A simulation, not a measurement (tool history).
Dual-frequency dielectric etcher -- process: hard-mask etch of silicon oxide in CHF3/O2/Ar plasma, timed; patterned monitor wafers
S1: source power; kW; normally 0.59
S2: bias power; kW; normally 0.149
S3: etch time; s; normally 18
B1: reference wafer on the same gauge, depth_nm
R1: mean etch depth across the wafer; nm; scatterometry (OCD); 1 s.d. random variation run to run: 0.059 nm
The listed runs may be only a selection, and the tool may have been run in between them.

run,day,S1,S2,S3,B1,R1
1,0,0.59,0.149,21.5,27.01,35.47
2,0.6,0.59,0.149,18,27,29.76
3,1.346,0.64,0.134,18,26.99,29.62
4,2.021,0.48,0.149,18,26.98,27.27
5,2.75,0.48,0.149,18,27,27.28
6,3.15,0.48,0.149,18,26.99,27.42
7,3.792,0.59,0.149,18,26.99,29.86
8,4.15,0.59,0.149,18,26.99,29.76
9,4.533,0.59,0.149,18,27,29.8
10,4.829,0.7,0.149,14,26.98,24.89
# day 6.35: upper electrode replaced
11,6.371,0.59,0.149,18,27,29.92
12,6.704,0.64,0.138,15.5,26.99,25.84
# day 7.3: source power generator calibrated
13,7.446,0.44,0.138,19.5,26.99,27.86
# day 8.358: gauge calibrated
# day 8.446: bias power generator calibrated
14,8.738,0.59,0.119,18,27.01,27.59
# day 9.829: wet clean of the chamber
15,9.85,0.48,0.186,21,26.98,34.33
16,9.862,0.59,0.149,18,27,29.48
17,10.254,0.54,0.149,18,27,28.39
18,12.408,0.5,0.18,23,26.99,37.85

What the log doesn't show, run by run:
source power that arrives over what is set, %: 0 on each run
bias power that arrives over what is set, %: 0 on each run
gauge reads high (%): 0 on each run
H1: etch rate over this chamber's usual, %
run,H1
1,0.833
2,0.909
3,1
4,1.09
5,1.18
6,1.23
7,1.31
8,1.36
9,1.41
10,1.44
11,1.64
12,1.68
13,1.77
14,1.94
15,0.0612
16,0.0627
17,0.112
18,0.384
